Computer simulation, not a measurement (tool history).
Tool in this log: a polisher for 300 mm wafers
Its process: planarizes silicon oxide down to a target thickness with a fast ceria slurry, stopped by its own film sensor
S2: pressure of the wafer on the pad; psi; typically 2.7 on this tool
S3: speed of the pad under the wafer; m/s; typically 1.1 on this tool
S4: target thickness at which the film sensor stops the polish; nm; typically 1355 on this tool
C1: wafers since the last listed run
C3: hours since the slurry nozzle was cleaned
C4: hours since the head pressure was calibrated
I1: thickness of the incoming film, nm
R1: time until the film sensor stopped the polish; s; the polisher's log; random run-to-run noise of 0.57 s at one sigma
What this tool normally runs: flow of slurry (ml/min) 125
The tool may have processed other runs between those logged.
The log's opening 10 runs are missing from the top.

{"run": 11, "hour": 512.4, "flow of slurry (ml/min)": 125, "S2": 2.7, "S3": 1.1, "S4": 1355, "C1": 301, "wafers polished on this pad": 2328, "C3": 213, "C4": 397.3, "I1": 2114.2, "R1": 45.5}
{"run": 12, "hour": 570.1, "flow of slurry (ml/min)": 125, "S2": 2.7, "S3": 1.1, "S4": 1355, "C1": 354, "wafers polished on this pad": 2682, "C3": 270.7, "C4": 455, "I1": 2115.1, "R1": 44.7}
{"hour": 625.1, "done": "worn pad replaced by a new one"}
{"run": 13, "hour": 636.3, "flow of slurry (ml/min)": 125, "S2": 2.7, "S3": 1.1, "S4": 1355, "C1": 382, "wafers polished on this pad": 68, "C3": 336.9, "C4": 521.2, "I1": 2103.9, "R1": 45.9}
{"run": 14, "hour": 689.2, "flow of slurry (ml/min)": 170, "S2": 2.7, "S3": 0.88, "S4": 1452, "C1": 324, "wafers polished on this pad": 393, "C3": 389.8, "C4": 574.1, "I1": 2087.1, "R1": 46}
{"run": 15, "hour": 753.2, "flow of slurry (ml/min)": 125, "S2": 2.7, "S3": 1.1, "S4": 1355, "C1": 393, "wafers polished on this pad": 786, "C3": 453.8, "C4": 638.1, "I1": 2130.4, "R1": 46.2}
{"hour": 756.2, "done": "slurry nozzle cleaned"}
{"run": 16, "hour": 783.4, "flow of slurry (ml/min)": 125, "S2": 2.7, "S3": 1.1, "S4": 1355, "C1": 179, "wafers polished on this pad": 965, "C3": 27.2, "C4": 668.3, "I1": 2114.1, "R1": 46.9}
{"run": 17, "hour": 855.3, "flow of slurry (ml/min)": 150, "S2": 3.4, "S3": 1.44, "S4": 1559, "C1": 441, "wafers polished on this pad": 1407, "C3": 99.1, "C4": 740.2, "I1": 2113.4, "R1": 21.3}
{"run": 18, "hour": 904.0, "flow of slurry (ml/min)": 160, "S2": 2.7, "S3": 0.82, "S4": 1597, "C1": 299, "wafers polished on this pad": 1706, "C3": 147.8, "C4": 788.9, "I1": 2099.2, "R1": 40.2}
{"run": 19, "hour": 940.1, "flow of slurry (ml/min)": 90, "S2": 2.7, "S3": 1.1, "S4": 1272, "C1": 221, "wafers polished on this pad": 1928, "C3": 183.9, "C4": 825, "I1": 2157, "R1": 61}
{"run": 20, "hour": 979.9, "flow of slurry (ml/min)": 170, "S2": 2.7, "S3": 1.38, "S4": 1355, "C1": 244, "wafers polished on this pad": 2172, "C3": 223.7, "C4": 864.8, "I1": 2112.6, "R1": 36.6}
{"hour": 1024.5, "done": "head pressure recalibrated"}
{"run": 21, "hour": 1040.3, "flow of slurry (ml/min)": 125, "S2": 2.7, "S3": 1.1, "S4": 1152, "C1": 358, "wafers polished on this pad": 2531, "C3": 284.1, "C4": 15.8, "I1": 2118.8, "R1": 55}
{"run": 22, "hour": 1071.9, "flow of slurry (ml/min)": 165, "S2": 2.2, "S3": 1.38, "S4": 1434, "C1": 194, "wafers polished on this pad": 2725, "C3": 315.7, "C4": 47.4, "I1": 2080.1, "R1": 32.9}
{"hour": 1097.9, "done": "worn pad replaced by a new one, of another model than before"}
{"run": 23, "hour": 1102.4, "flow of slurry (ml/min)": 125, "S2": 2.7, "S3": 1.1, "S4": 1355, "C1": 162, "wafers polished on this pad": 27, "C3": 346.2, "C4": 77.9, "I1": 2137.9, "R1": 45.7}
{"hour": 1162.2, "done": "slurry nozzle cleaned"}
{"run": 24, "hour": 1174.0, "flow of slurry (ml/min)": 125, "S2": 2.7, "S3": 1.1, "S4": 1355, "C1": 433, "wafers polished on this pad": 461, "C3": 11.8, "C4": 149.5, "I1": 2077.1, "R1": 41.8}
{"run": 25, "hour": 1229.0, "flow of slurry (ml/min)": 85, "S2": 2.7, "S3": 0.98, "S4": 1355, "C1": 337, "wafers polished on this pad": 798, "C3": 66.8, "C4": 204.5, "I1": 2105.6, "R1": 57.1}

Run 26, settings as shown, results not yet in. Your forecast:
{"run": 26, "hour": 1271.6, "flow of slurry (ml/min)": 125, "S2": 2.2, "S3": 1.1, "S4": 1355, "C1": 261, "wafers polished on this pad": 1060, "C3": 109.4, "C4": 247.1, "I1": 2082, "R1": "?"}

R1: 47 s
Take away the tool's hidden state, keep the run-to-run variation as it was, and the same run would have given R1 46.6 s.

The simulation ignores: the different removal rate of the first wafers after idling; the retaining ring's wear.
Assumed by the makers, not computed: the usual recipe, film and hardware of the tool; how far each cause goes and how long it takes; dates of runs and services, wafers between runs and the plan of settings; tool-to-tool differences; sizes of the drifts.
